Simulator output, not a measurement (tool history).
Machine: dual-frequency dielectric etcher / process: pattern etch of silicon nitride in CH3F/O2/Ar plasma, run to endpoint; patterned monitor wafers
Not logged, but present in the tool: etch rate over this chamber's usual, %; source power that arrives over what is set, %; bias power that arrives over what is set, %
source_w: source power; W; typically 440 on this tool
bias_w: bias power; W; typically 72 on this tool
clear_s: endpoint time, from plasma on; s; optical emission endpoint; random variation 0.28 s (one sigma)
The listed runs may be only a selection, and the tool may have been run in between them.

| run | hour | source_w | bias_w | wafers since the last listed run | hours since the last wet clean | hours since the last source power generator calibration | hours since the last bias power generator calibration | hours since the last upper electrode change | incoming incoming film thickness, nm | clear_s |
|---|---|---|---|---|---|---|---|---|---|---|
| 1 | 0 | 440 | 84 | 0 | 252.9 | 3093.2 | 1571.4 | 3159.4 | 48.71 | 65.5 |
| 2 | 73.9 | 500 | 72 | 994 | 326.8 | 3167.1 | 1645.3 | 3233.3 | 48.68 | 64.7 |
| 3 | 134 | 440 | 72 | 809 | 386.9 | 3227.2 | 1705.4 | 3293.4 | 48.8 | 69.2 |
|  | 241.2 | wet clean of the chamber |
| 4 | 317.9 | 440 | 72 | 2152 | 76.7 | 3411.1 | 1889.3 | 3477.3 | 48.77 | 66.8 |
| 5 | 382.2 | 440 | 72 | 865 | 141 | 3475.4 | 1953.6 | 3541.6 | 49.09 | 68 |
| 6 | 444.6 | 440 | 72 | 840 | 203.4 | 3537.8 | 2016 | 3604 | 49.16 | 68.7 |
| 7 | 500.8 | 440 | 72 | 756 | 259.6 | 3594 | 2072.2 | 3660.2 | 48.39 | 67.2 |
|  | 517.6 | source power generator calibrated |
| 8 | 537 | 360 | 72 | 433 | 295.8 | 19.4 | 2108.4 | 3696.4 | 48.57 | 73.9 |
|  | 561.2 | upper electrode replaced |
| 9 | 608.6 | 360 | 72 | 640 | 367.4 | 91 | 2180 | 47.4 | 48.96 | 74.8 |
| 10 | 637.3 | 360 | 72 | 386 | 396.1 | 119.7 | 2208.7 | 76.1 | 48.58 | 74.1 |
|  | 666.5 | wet clean of the chamber |
| 11 | 678.8 | 440 | 85 | 235 | 12.3 | 161.2 | 2250.2 | 117.6 | 48.71 | 63.3 |
| 12 | 732.6 | 470 | 72 | 724 | 66.1 | 215 | 2304 | 171.4 | 49.02 | 65.6 |
|  | 752 | bias power generator calibrated |
| 13 | 780.4 | 390 | 78 | 589 | 113.9 | 262.8 | 28.4 | 219.2 | 48.64 | 68.5 |
| 14 | 827.5 | 410 | 72 | 634 | 161 | 309.9 | 75.5 | 266.3 | 48.63 | 69.2 |
| 15 | 856.3 | 440 | 72 | 387 | 189.8 | 338.7 | 104.3 | 295.1 | 49.27 | 67.9 |
| 16 | 911.4 | 380 | 90 | 741 | 244.9 | 393.8 | 159.4 | 350.2 | 48.96 | 68 |
| 17 | 1115.6 | 410 | 62 | 2749 | 449.1 | 598 | 363.6 | 554.4 | 49.07 | 73.5 |
|  | 1163.8 | wet clean of the chamber |
| 18 | 1164.3 | 440 | 72 | 332 | 0.5 | 646.7 | 412.3 | 603.1 | 48.66 | 66.6 |
| 19 | 1186.8 | 500 | 67 | 302 | 23 | 669.2 | 434.8 | 625.6 | 48.59 | 64.4 |
| 20 | 1217.9 | 440 | 72 | 418 | 54.1 | 700.3 | 465.9 | 656.7 | 49.12 | 68.1 |

Each row is a separate what-if for the run after 20, all from the same tool condition, not one after another. Results?
| A | 1218.3 | 440 | 72 | 5 | 54.5 | 700.7 | 466.3 | 657.1 | 48.74 | ? |
| B | 1218.3 | 340 | 80 | 5 | 54.5 | 700.7 | 466.3 | 657.1 | 48.74 | ? |
| C | 1218.3 | 400 | 86 | 5 | 54.5 | 700.7 | 466.3 | 657.1 | 48.74 | ? |

| run | clear_s |
|---|---|
| A | 67.1 |
| B | 72.7 |
| C | 66.7 |
With no hidden state in the tool, these same runs would have given:
| run | clear_s |
|---|---|
| A | 66.7 |
| B | 72.3 |
| C | 66.4 |
